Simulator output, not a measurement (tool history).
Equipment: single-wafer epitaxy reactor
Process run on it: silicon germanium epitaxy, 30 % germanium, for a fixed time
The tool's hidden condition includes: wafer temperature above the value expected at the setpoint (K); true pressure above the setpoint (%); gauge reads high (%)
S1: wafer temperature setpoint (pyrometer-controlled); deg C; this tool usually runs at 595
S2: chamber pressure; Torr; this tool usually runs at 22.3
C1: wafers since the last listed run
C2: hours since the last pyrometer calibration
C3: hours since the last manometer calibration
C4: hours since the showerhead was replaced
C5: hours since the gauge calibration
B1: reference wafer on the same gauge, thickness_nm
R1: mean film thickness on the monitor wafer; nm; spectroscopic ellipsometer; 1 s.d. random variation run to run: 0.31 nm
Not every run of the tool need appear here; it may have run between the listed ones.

| run | day | S1 | S2 | C1 | C2 | C3 | C4 | C5 | B1 | R1 |
|---|---|---|---|---|---|---|---|---|---|---|
| 1 | 0 | 595 | 22.3 | 0 | 657 | 1802.7 | 2047.6 | 2464.2 | 66.16 | 56.854 |
| 2 | 1.179 | 585 | 17.9 | 566 | 685.3 | 1831 | 2075.9 | 2492.5 | 66.182 | 44.015 |
| 3 | 2.525 | 585 | 17.9 | 646 | 717.6 | 1863.3 | 2108.2 | 2524.8 | 66.168 | 43.991 |
| 4 | 4.95 | 595 | 22.3 | 1164 | 775.8 | 1921.5 | 2166.4 | 2583 | 66.206 | 57.338 |
| 5 | 7.158 | 595 | 22.3 | 1060 | 828.8 | 1974.5 | 2219.4 | 2636 | 66.12 | 58.026 |
| 6 | 9.538 | 595 | 24.7 | 1142 | 885.9 | 2031.6 | 2276.5 | 2693.1 | 66.219 | 60.239 |
| 7 | 11.167 | 595 | 22.3 | 782 | 925 | 2070.7 | 2315.6 | 2732.2 | 66.169 | 58.341 |
| 8 | 13.133 | 595 | 22.3 | 944 | 972.2 | 2117.9 | 2362.8 | 2779.4 | 66.1 | 58.65 |
|  | 14.208 | gauge calibrated |
| 9 | 14.725 | 595 | 22.3 | 764 | 1010.4 | 2156.1 | 2401 | 12.4 | 66.095 | 58.702 |
|  | 16.346 | pyrometer calibrated |
| 10 | 17.412 | 595 | 22.3 | 1130 | 25.6 | 2220.6 | 2465.5 | 76.9 | 66.08 | 55.806 |
|  | 19.433 | capacitance manometer re-zeroed and calibrated |
| 11 | 19.983 | 589 | 22.3 | 1074 | 87.3 | 13.2 | 2527.2 | 138.6 | 66.191 | 50.945 |
| 12 | 22.512 | 595 | 22.3 | 1214 | 148 | 73.9 | 2587.9 | 199.3 | 66.167 | 56.853 |
| 13 | 23.933 | 582 | 18.3 | 682 | 182.1 | 108 | 2622 | 233.4 | 66.248 | 41.657 |
| 14 | 26.225 | 581 | 22.3 | 1100 | 237.1 | 163 | 2677 | 288.4 | 66.033 | 44.007 |
| 15 | 27.688 | 602 | 22.3 | 702 | 272.2 | 198.1 | 2712.1 | 323.5 | 66.263 | 65.507 |
| 16 | 29.008 | 591 | 17.3 | 634 | 303.9 | 229.8 | 2743.8 | 355.2 | 66.045 | 48.106 |
| 17 | 30.229 | 595 | 22.3 | 586 | 333.2 | 259.1 | 2773.1 | 384.5 | 66.218 | 57.169 |
|  | 31.162 | showerhead replaced |
| 18 | 31.279 | 606 | 20 | 344 | 358.4 | 284.3 | 2.8 | 409.7 | 66.365 | 67.9 |
| 19 | 33.933 | 604 | 27.2 | 1274 | 422.1 | 348 | 66.5 | 473.4 | 66.242 | 72.495 |
| 20 | 35.446 | 584 | 18.1 | 726 | 458.4 | 384.3 | 102.8 | 509.7 | 66.081 | 43.043 |
| 21 | 38.1 | 609 | 24.6 | 1274 | 522.1 | 448 | 166.5 | 573.4 | 66.157 | 78.474 |
| 22 | 40.821 | 580 | 19.9 | 1306 | 587.4 | 513.3 | 231.8 | 638.7 | 66.145 | 41.046 |
| 23 | 42.408 | 595 | 22.3 | 762 | 625.5 | 551.4 | 269.9 | 676.8 | 66.309 | 57.896 |
| 24 | 44.325 | 595 | 26.1 | 920 | 671.5 | 597.4 | 315.9 | 722.8 | 66.313 | 61.798 |
| 25 | 45.554 | 595 | 22.3 | 590 | 701 | 626.9 | 345.4 | 752.3 | 66.154 | 57.918 |
| 26 | 47.875 | 600 | 18.3 | 1114 | 756.7 | 682.6 | 401.1 | 808 | 66.14 | 58.887 |
| 27 | 49.167 | 595 | 22.3 | 620 | 787.7 | 713.6 | 432.1 | 839 | 66.097 | 58.21 |
| 28 | 51.5 | 581 | 22.3 | 1120 | 843.7 | 769.6 | 488.1 | 895 | 66.113 | 44.499 |
| 29 | 53.433 | 595 | 25.2 | 928 | 890.1 | 816 | 534.5 | 941.4 | 66.215 | 61.295 |
| 30 | 54.808 | 595 | 22.3 | 660 | 923.1 | 849 | 567.5 | 974.4 | 65.999 | 58.593 |
| 31 | 56.071 | 603 | 19 | 606 | 953.4 | 879.3 | 597.8 | 1004.7 | 66.163 | 63.583 |
| 32 | 58.004 | 583 | 22.3 | 928 | 999.8 | 925.7 | 644.2 | 1051.1 | 66.229 | 47 |
| 33 | 59.108 | 590 | 16.9 | 530 | 1026.3 | 952.2 | 670.7 | 1077.6 | 66.204 | 48.494 |
|  | 61.321 | pyrometer calibrated |
| 34 | 61.462 | 584 | 24.8 | 970 | 3.4 | 1008.7 | 727.2 | 1134.1 | 66.11 | 46.861 |
| 35 | 62.758 | 595 | 22.3 | 622 | 34.5 | 1039.8 | 758.3 | 1165.2 | 66.126 | 55.292 |
| 36 | 64.554 | 599 | 27 | 862 | 77.6 | 1082.9 | 801.4 | 1208.3 | 66.191 | 64.599 |

Entry by entry between the runs, the difference in hidden state between the last listed run before and the first listed run after:
From run 8 to run 9: gauge calibrated (day 14.208)
  wafer temperature above the value expected at the setpoint (K): 2.58 -> 2.76; true pressure above the setpoint (%): -7.07 -> -7.1
  measured result minus the result with no hidden state, R1: +1.21 -> +1.397 nm
From run 9 to run 10: pyrometer calibrated (day 16.346)
  wafer temperature above the value expected at the setpoint (K): 2.76 -> 0.117; true pressure above the setpoint (%): -7.1 -> -7.15
  measured result minus the result with no hidden state, R1: +1.397 -> -1.487 nm
From run 10 to run 11: capacitance manometer re-zeroed and calibrated (day 19.433)
  wafer temperature above the value expected at the setpoint (K): 0.117 -> 0.133; true pressure above the setpoint (%): -7.15 -> 1.09
  measured result minus the result with no hidden state, R1: -1.487 -> +0.343 nm
From run 17 to run 18: showerhead replaced (day 31.162)
  wafer temperature above the value expected at the setpoint (K): 0.378 -> 0.419; true pressure above the setpoint (%): -0.939 -> -1.12
  measured result minus the result with no hidden state, R1: +0.203 -> +0.234 nm
From run 33 to run 34: pyrometer calibrated (day 61.321)
  wafer temperature above the value expected at the setpoint (K): 2.61 -> -0.466; true pressure above the setpoint (%): -4.37 -> -4.54
  measured result minus the result with no hidden state, R1: +1.568 -> -1.282 nm
